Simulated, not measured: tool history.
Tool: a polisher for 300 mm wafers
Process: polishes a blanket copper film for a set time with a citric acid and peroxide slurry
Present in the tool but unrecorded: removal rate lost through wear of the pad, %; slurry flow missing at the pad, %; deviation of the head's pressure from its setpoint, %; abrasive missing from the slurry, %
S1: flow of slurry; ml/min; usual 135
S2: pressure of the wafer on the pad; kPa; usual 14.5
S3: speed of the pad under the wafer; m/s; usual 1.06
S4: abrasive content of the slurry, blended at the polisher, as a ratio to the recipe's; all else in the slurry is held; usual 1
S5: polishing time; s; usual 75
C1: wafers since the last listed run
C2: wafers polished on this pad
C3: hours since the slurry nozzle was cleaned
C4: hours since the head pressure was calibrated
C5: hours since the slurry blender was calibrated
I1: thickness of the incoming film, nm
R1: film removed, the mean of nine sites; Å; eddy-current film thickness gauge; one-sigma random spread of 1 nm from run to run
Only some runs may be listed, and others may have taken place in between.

run     day   S1    S2    S3    S4  S5   C1    C2     C3     C4     C5     I1    R1
  1       0  135  14.5  1.06     1  75    0   181  397.8  524.1  252.2  990.8  1039
  2   1.125  135  14.5  1.06     1  75  230   412  424.8  551.1  279.2  977.8  1030
      1.554  -- slurry nozzle cleaned
  3   1.688  135  14.5  1.06     1  75  106   519    3.2  564.6  292.7  991.4  1027
  4   2.212  135  13.1  1.06     1  75  107   626   15.8  577.2  305.3  971.5   920
  5   3.217  135  13.1  1.06     1  75  205   832   39.9  601.3  329.4  982.1   922
      5.725  -- worn pad replaced by a new one
      5.792  -- slurry blender recalibrated
  6   6.458  135  13.1  1.06     1  75  617   137  117.7  679.1     16  974.2   947
  7   7.512  135  14.5  1.06     1  75  216   353    143  704.4   41.3   1002  1018
  8    8.55  135  14.5  1.06     1  75  212   565  167.9  729.3   66.2  990.1  1035
  9   9.525  135  14.5  1.06     1  75  199   765  191.3  752.7   89.6  983.2  1000
 10  10.638  135  14.5  1.06     1  75  228   994    218  779.4  116.3  987.5   986
     13.733  -- worn pad replaced by a new one
 11  14.954  135  14.5  1.06     1  75  850   250  321.6    883  219.9  993.6  1032
 12  16.204  135  14.5  1.06     1  75  256   506  351.6    913  249.9    999  1015
 13  16.904  135  14.5  1.06     1  75  143   650  368.4  929.8  266.7  985.7  1010
 14  18.283  135  14.5  1.06     1  75  282   933  401.5  962.9  299.8  980.9  1002
     19.208  -- slurry nozzle cleaned
 15  19.229  135  14.5  1.06     1  75  185  1118    0.5  985.6  322.5  973.5  1006
 16  19.783  135  14.5  1.06     1  75  113  1232   13.8  998.9  335.8  980.4  1004
     20.042  -- head pressure recalibrated
 17  20.575  135  14.5  1.22     1  60  145  1377   32.8   12.8  354.8  977.2   883
     21.308  -- slurry blender recalibrated
     21.425  -- worn pad replaced by a new one
 18  21.875  135  14.5  1.06     1  75  225    92     64     44   13.6  989.2  1063
 19  22.529  115  14.5  0.72   1.2  68  134   226   79.7   59.7   29.3  982.9   735
 20  24.008  135  14.5  1.06     1  75  303   529  115.2   95.2   64.8  989.1  1018
 21  25.096  135  14.5   1.2  1.15  89  222   752  141.3  121.3   90.9  992.4  1353
 22  26.233  135  14.5  1.06     1  75  233   986  168.6  148.6  118.2  963.9   993
 23   26.85   95  14.5  1.06     1  75  126  1112  183.4  163.4    133  994.1   934
     27.571  -- worn pad replaced by a new one
 24  28.125  135  14.5  1.06     1  75  227   113    214    194  163.6  977.3  1051
 25  29.467  110  15.9  1.32   0.9  75  275   388  246.2  226.2  195.8  960.6  1227
 26  30.121  135  11.7  1.06  1.25  91  134   522  261.9  241.9  211.5    973  1076
 27    30.9  135  17.2  1.06     1  75  159   682  280.6  260.6  230.2  996.1  1218
 28  32.117  100  14.5  1.06     1  75  249   932  309.8  289.8  259.4  979.2   928
 29  33.138  135  13.1  1.06     1  58  209  1141  334.3  314.3  283.9  988.2   703

Branching from run 29: 5 alternative next runs. What would each branch give?
  A  33.154  135  14.5  1.06   1  75   3  1144  334.7  314.7  284.3  975.6   ?
  B  33.154  135  11.7   1.4   1  86   3  1144  334.7  314.7  284.3  975.6   ?
  C  33.154  135  14.5  1.16   1  75   3  1144  334.7  314.7  284.3  975.6   ?
  D  33.154  135  11.7   0.8   1  57   3  1144  334.7  314.7  284.3  975.6   ?
  E  33.154  135  15.9  0.82   1  75   3  1144  334.7  314.7  284.3  975.6   ?

run    R1
  A   989
  B  1143
  C  1058
  D   503
  E   899
Take away the tool's hidden state, keep each run's random variation, and the runs would have read:
run    R1
  A  1062
  B  1227
  C  1137
  D   540
  E   966
